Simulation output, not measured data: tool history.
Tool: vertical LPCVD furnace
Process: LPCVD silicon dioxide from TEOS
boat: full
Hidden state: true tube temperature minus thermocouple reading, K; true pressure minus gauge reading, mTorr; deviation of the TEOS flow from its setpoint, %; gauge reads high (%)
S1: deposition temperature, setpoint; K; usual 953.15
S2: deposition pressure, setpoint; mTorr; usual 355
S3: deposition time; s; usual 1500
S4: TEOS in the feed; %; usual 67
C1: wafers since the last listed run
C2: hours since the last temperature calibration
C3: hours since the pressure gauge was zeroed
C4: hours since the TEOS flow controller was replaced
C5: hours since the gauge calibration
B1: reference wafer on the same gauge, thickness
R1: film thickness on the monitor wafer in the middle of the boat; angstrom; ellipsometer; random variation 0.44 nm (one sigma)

run     day      S1   S2    S3  S4    C1      C2      C3      C4      C5      B1      R1
  1       0  953.15  355  1500  64     0  3187.6  1418.2  1590.6   786.9  105.18  1119.2
  2   2.467  953.15  355  1500  64   687  3246.8  1477.4  1649.8   846.1  104.99    1122
  3   5.817  953.15  355  1500  67   933  3327.2  1557.8  1730.2   926.5   105.2    1142
  4   9.004  953.15  355  1500  67   888  3403.7  1634.3  1806.7    1003   105.2  1147.1
  5  13.129  953.15  355  1500  67  1149  3502.7  1733.3  1905.7    1102  105.03    1146
  6  14.771  953.15  355  1500  71   457  3542.1  1772.7  1945.1  1141.4  105.16  1187.2
  7  19.142  953.15  355  1500  71  1217    3647  1877.6    2050  1246.3  104.93  1179.4
  8    23.2  953.15  355  1710  74  1130  3744.4    1975  2147.4  1343.7  104.94  1372.3
  9   25.95  953.15  355  1710  74   766  3810.4    2041  2213.4  1409.7  105.07    1370
     28.225  -- thermocouples replaced and temperature profile calibrated
 10  29.017  953.15  290  1500  67   575      19  2114.6    2287  1483.3  104.94    1037
 11   30.55  953.15  290  1500  67   427    55.8  2151.4  2323.8  1520.1  105.01  1038.4
 12  33.633  953.15  290  1500  67   859   129.8  2225.4  2397.8  1594.1  104.77  1034.3
 13  36.138  953.15  325  1500  67   697   189.9  2285.5  2457.9  1654.2  105.06  1108.2
 14  37.654  943.15  355  1920  67   422   226.3  2321.9  2494.3  1690.6  105.08  1147.6
 15  39.429  947.15  400  1050  58   494   268.9  2364.5  2536.9  1733.2  105.09   687.3
 16  41.025  953.15  355  1500  71   444   307.2  2402.8  2575.2  1771.5  105.04  1188.4
     51.879  -- gauge calibrated
 17  52.558  947.15  395  1500  67  3213     584  2679.6    2852    16.3  104.87  1042.2
 18  54.488  953.15  355  1500  71   537   630.3  2725.9  2898.3    62.6  105.19  1183.5
 19  58.712  953.15  355  1800  67  1177   731.7  2827.3  2999.7     164  104.98  1380.3
 20  61.825  959.15  330  1320  77   867   806.4    2902  3074.4   238.7  105.03    1218
 21  63.592  953.15  355  1500  67   492   848.8  2944.4  3116.8   281.1     105  1155.8
 22  66.742  942.15  355  1500  76   877   924.4    3020  3192.4   356.7  104.98   942.6
     69.375  -- pressure gauge zeroed
 23  69.396  944.15  290  1500  67   460   988.1     0.5  3256.1   420.4  105.06   816.8
     70.662  -- TEOS flow controller replaced
 24  71.354  962.15  400  1050  71   267  1035.1    47.5    16.6   467.4  105.02  1076.8
 25  73.704  956.15  285  1500  63   654  1091.5   103.9      73   523.8  105.04  1056.8
 26  84.554  953.15  280  1500  67  3023  1351.9   364.3   333.4   784.2  104.98  1008.5
 27  86.346  942.15  355  1500  76   499  1394.9   407.3   376.4   827.2  104.83     926
 28  89.046  953.15  330   930  67   752  1459.7   472.1   441.2     892  105.07   677.3
 29  92.862  962.15  400  1050  71  1063  1551.3   563.7   532.8   983.6  105.09  1077.9
 30  95.254  953.15  355  1500  71   666  1608.7   621.1   590.2    1041  105.02  1164.3
 31  96.996  953.15  305  1500  73   485  1650.5   662.9     632  1082.8  104.88  1090.4

4 ways to go on from here, each from the tool as it stands after run 31. What would each give?
  A  97.171  953.15  355  1500  67  48  1654.7  667.1  636.2  1087   ?   ?
  B  97.171  949.15  425  1170  58  48  1654.7  667.1  636.2  1087   ?   ?
  C  97.171  953.15  355  1290  67  48  1654.7  667.1  636.2  1087   ?   ?
  D  97.171  953.15  355  1920  77  48  1654.7  667.1  636.2  1087   ?   ?

run   B1      R1
  A  105  1136.6
  B  105   818.4
  C  105   977.5
  D  105  1559.7
Without the tool's hidden state the same runs would have given:
run      R1
  A  1133.8
  B   816.7
  C   975.1
  D  1555.9

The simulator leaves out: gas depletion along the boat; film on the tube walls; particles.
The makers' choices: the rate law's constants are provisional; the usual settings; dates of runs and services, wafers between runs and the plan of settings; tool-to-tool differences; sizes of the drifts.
